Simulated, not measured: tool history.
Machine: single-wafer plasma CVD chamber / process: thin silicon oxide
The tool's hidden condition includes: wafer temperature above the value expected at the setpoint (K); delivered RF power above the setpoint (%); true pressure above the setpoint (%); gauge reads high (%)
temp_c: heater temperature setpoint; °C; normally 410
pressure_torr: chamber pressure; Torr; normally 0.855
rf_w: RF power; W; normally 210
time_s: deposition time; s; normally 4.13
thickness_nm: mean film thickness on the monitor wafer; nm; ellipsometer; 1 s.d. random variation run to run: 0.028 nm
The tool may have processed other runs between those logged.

run   hour  temp_c  pressure_torr  rf_w  time_s  wafers since the last listed run  hours since the last thermocouple change  hours since the last RF generator calibration  hours since the last manometer calibration  hours since the showerhead was replaced  hours since the gauge calibration  read-back reference wafer on the same gauge, thickness_nm  thickness_nm
  1    0.0     410          0.855   210    4.13                                 0                                    2013.2                                         1046.8                                      2834.0                                   6730.1                              373.7                                                      6.511         6.990
  2   32.9     410          0.855   210    4.13                               642                                    2046.1                                         1079.7                                      2866.9                                   6763.0                              406.6                                                      6.507         7.039
  3   46.6     410          1.007   200    4.13                               267                                    2059.8                                         1093.4                                      2880.6                                   6776.7                              420.3                                                      6.519         7.478
  4   64.9     410          1.007   200    4.13                               357                                    2078.1                                         1111.7                                      2898.9                                   6795.0                              438.6                                                      6.515         7.441
  5   80.5     410          0.855   210    4.13                               304                                    2093.7                                         1127.3                                      2914.5                                   6810.6                              454.2                                                      6.514         7.016
     101.2  -- RF generator calibrated
  6  115.3     410          0.855   210    4.13                               523                                    2128.5                                           14.1                                      2949.3                                   6845.4                              489.0                                                      6.501         6.980
  7  128.0     410          0.855   210    4.13                               248                                    2141.2                                           26.8                                      2962.0                                   6858.1                              501.7                                                      6.506         7.002
  8  142.4     410          0.855   210    4.13                               281                                    2155.6                                           41.2                                      2976.4                                   6872.5                              516.1                                                      6.517         6.966
  9  169.5     410          0.855   195    4.13                               529                                    2182.7                                           68.3                                      3003.5                                   6899.6                              543.2                                                      6.516         6.803
     190.2  -- capacitance manometer re-zeroed and calibrated
 10  190.7     421          0.750   195    4.82                               257                                    2203.9                                           89.5                                         0.5                                   6920.8                              564.4                                                      6.506         6.881
 11  223.1     410          0.855   210    4.13                               632                                    2236.3                                          121.9                                        32.9                                   6953.2                              596.8                                                      6.515         6.667
 12  237.5     410          0.778   210    4.13                               281                                    2250.7                                          136.3                                        47.3                                   6967.6                              611.2                                                      6.518         6.295
     278.6  -- showerhead replaced
 13  279.1     395          0.855   210    4.13                               656                                    2292.3                                          177.9                                        88.9                                      0.5                              652.8                                                      6.501         6.799
     297.7  -- gauge calibrated
     305.8  -- thermocouple changed; heater temperature recalibrated
 14  307.8     401          0.718   170    4.64                               404                                       2.0                                          206.6                                       117.6                                     29.2                               10.1                                                      6.508         6.068
 15  338.3     410          0.855   235    3.42                               595                                      32.5                                          237.1                                       148.1                                     59.7                               40.6                                                      6.505         5.867
 16  363.9     410          0.855   210    4.13                               500                                      58.1                                          262.7                                       173.7                                     85.3                               66.2                                                      6.520         6.668
 17  384.2     423          0.698   240    4.84                               396                                      78.4                                          283.0                                       194.0                                    105.6                               86.5                                                      6.513         7.366
 18  406.8     423          1.033   240    3.60                               441                                     101.0                                          305.6                                       216.6                                    128.2                              109.1                                                      6.512         6.941
 19  429.1     410          0.855   210    4.13                               435                                     123.3                                          327.9                                       238.9                                    150.5                              131.4                                                      6.511         6.750
 20  443.2     410          0.855   245    3.80                               275                                     137.4                                          342.0                                       253.0                                    164.6                              145.5                                                      6.518         6.695
 21  461.0     410          0.855   210    4.13                               347                                     155.2                                          359.8                                       270.8                                    182.4                              163.3                                                      6.520         6.731
 22  487.4     410          0.741   210    4.13                               515                                     181.6                                          386.2                                       297.2                                    208.8                              189.7                                                      6.507         6.211
 23  517.9     410          0.855   210    4.13                               595                                     212.1                                          416.7                                       327.7                                    239.3                              220.2                                                      6.511         6.777
 24  552.4     410          0.770   210    3.32                               673                                     246.6                                          451.2                                       362.2                                    273.8                              254.7                                                      6.511         5.110
 25  583.1     410          0.855   210    4.13                               599                                     277.3                                          481.9                                       392.9                                    304.5                              285.4                                                      6.511         6.761
 26  607.8     405          0.794   210    3.62                               482                                     302.0                                          506.6                                       417.6                                    329.2                              310.1                                                      6.510         5.708
 27  639.1     410          0.855   190    4.13                               611                                     333.3                                          537.9                                       448.9                                    360.5                              341.4                                                      6.514         6.437
 28  666.0     410          0.855   210    3.56                               525                                     360.2                                          564.8                                       475.8                                    387.4                              368.3                                                      6.507         5.818
 29  686.4     396          0.685   210    4.13                               398                                     380.6                                          585.2                                       496.2                                    407.8                              388.7                                                      6.504         6.018
 30  709.2     410          0.855   250    4.13                               445                                     403.4                                          608.0                                       519.0                                    430.6                              411.5                                                      6.513         7.350

3 options for the next run, each taken on its own from the tool as it stands now. Forecast them:
  A  709.6     410          0.855   230    4.13                                 7                                     403.8                                          608.4                                       519.4                                    431.0                              411.9                                                          ?             ?
  B  709.6     405          1.001   240    3.77                                 7                                     403.8                                          608.4                                       519.4                                    431.0                              411.9                                                          ?             ?
  C  709.6     403          0.780   210    4.13                                 7                                     403.8                                          608.4                                       519.4                                    431.0                              411.9                                                          ?             ?

run  read-back reference wafer on the same gauge, thickness_nm  thickness_nm
  A                                                      6.508         7.115
  B                                                      6.508         7.284
  C                                                      6.508         6.486
With no hidden state in the tool, these same runs would have given:
run  thickness_nm
  A         7.021
  B         7.187
  C         6.389
